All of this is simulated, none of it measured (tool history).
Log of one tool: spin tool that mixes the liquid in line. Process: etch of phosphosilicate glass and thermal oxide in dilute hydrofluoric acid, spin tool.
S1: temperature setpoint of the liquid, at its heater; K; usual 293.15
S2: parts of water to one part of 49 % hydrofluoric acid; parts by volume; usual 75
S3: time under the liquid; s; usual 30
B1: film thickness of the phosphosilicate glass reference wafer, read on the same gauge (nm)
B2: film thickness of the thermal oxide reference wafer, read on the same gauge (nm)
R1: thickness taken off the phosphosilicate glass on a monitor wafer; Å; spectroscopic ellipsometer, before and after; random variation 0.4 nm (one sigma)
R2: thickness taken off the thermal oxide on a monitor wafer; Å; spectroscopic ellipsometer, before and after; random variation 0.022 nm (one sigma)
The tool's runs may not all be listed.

{"run": 1, "hour": 0.0, "S1": 293.15, "S2": 75, "S3": 30, "B1": 70.01, "B2": 49.993, "R1": 572.7, "R2": 15.99}
{"run": 2, "hour": 21.1, "S1": 293.15, "S2": 75, "S3": 30, "B1": 69.96, "B2": 49.995, "R1": 571.4, "R2": 16.0}
{"run": 3, "hour": 49.5, "S1": 293.15, "S2": 75, "S3": 30, "B1": 69.98, "B2": 50.001, "R1": 566.2, "R2": 15.95}
{"hour": 113.7, "done": "gauge calibrated"}
{"run": 4, "hour": 133.3, "S1": 293.15, "S2": 75, "S3": 40, "B1": 69.99, "B2": 49.995, "R1": 758.4, "R2": 20.85}
{"run": 5, "hour": 150.3, "S1": 293.15, "S2": 75, "S3": 30, "B1": 70.02, "B2": 50.007, "R1": 567.7, "R2": 15.5}
{"hour": 165.3, "done": "hydrofluoric acid flow meter replaced"}
{"run": 6, "hour": 173.8, "S1": 293.15, "S2": 75, "S3": 30, "B1": 69.98, "B2": 50.019, "R1": 563.1, "R2": 15.84}
{"hour": 179.5, "done": "thermometer replaced"}
{"run": 7, "hour": 200.4, "S1": 290.15, "S2": 90, "S3": 30, "B1": 69.98, "B2": 50.001, "R1": 451.1, "R2": 12.16}
{"run": 8, "hour": 226.5, "S1": 293.15, "S2": 45, "S3": 30, "B1": 70.0, "B2": 49.989, "R1": 1083.3, "R2": 29.79}
{"run": 9, "hour": 252.1, "S1": 296.15, "S2": 35, "S3": 40, "B1": 69.97, "B2": 49.987, "R1": 2115.3, "R2": 57.66}
{"run": 10, "hour": 277.2, "S1": 297.15, "S2": 110, "S3": 20, "B1": 70.02, "B2": 49.987, "R1": 316.0, "R2": 8.86}
{"run": 11, "hour": 300.8, "S1": 293.15, "S2": 75, "S3": 15, "B1": 69.94, "B2": 49.986, "R1": 308.2, "R2": 8.56}
{"run": 12, "hour": 314.3, "S1": 291.15, "S2": 60, "S3": 50, "B1": 70.03, "B2": 49.998, "R1": 1201.2, "R2": 32.91}
{"run": 13, "hour": 341.7, "S1": 297.15, "S2": 60, "S3": 20, "B1": 70.04, "B2": 49.995, "R1": 616.5, "R2": 17.2}
{"run": 14, "hour": 356.6, "S1": 293.15, "S2": 75, "S3": 30, "B1": 69.99, "B2": 49.992, "R1": 608.7, "R2": 16.86}

Forecast each of these 5 alternatives for the next run:
{"run": "A", "hour": 357.0, "S1": 296.15, "S2": 75, "S3": 30, "B1": "?", "B2": "?", "R1": "?", "R2": "?"}
{"run": "B", "hour": 357.0, "S1": 298.15, "S2": 90, "S3": 30, "B1": "?", "B2": "?", "R1": "?", "R2": "?"}
{"run": "C", "hour": 357.0, "S1": 293.15, "S2": 75, "S3": 50, "B1": "?", "B2": "?", "R1": "?", "R2": "?"}
{"run": "D", "hour": 357.0, "S1": 294.65, "S2": 75, "S3": 30, "B1": "?", "B2": "?", "R1": "?", "R2": "?"}
{"run": "E", "hour": 357.0, "S1": 294.65, "S2": 75, "S3": 25, "B1": "?", "B2": "?", "R1": "?", "R2": "?"}

run=A B1=70.02 B2=50.006 R1=697.9 R2=19.18
run=B B1=70.02 B2=50.006 R1=618.9 R2=17.01
run=C B1=70.02 B2=50.006 R1=1027.1 R2=28.22
run=D B1=70.02 B2=50.006 R1=656.1 R2=18.03
run=E B1=70.02 B2=50.006 R1=546.7 R2=15.02
Without the tool's hidden state the same runs would have given:
run=A R1=719.0 R2=19.76
run=B R1=637.1 R2=17.51
run=C R1=1058.9 R2=29.10
run=D R1=676.2 R2=18.58
run=E R1=563.5 R2=15.48

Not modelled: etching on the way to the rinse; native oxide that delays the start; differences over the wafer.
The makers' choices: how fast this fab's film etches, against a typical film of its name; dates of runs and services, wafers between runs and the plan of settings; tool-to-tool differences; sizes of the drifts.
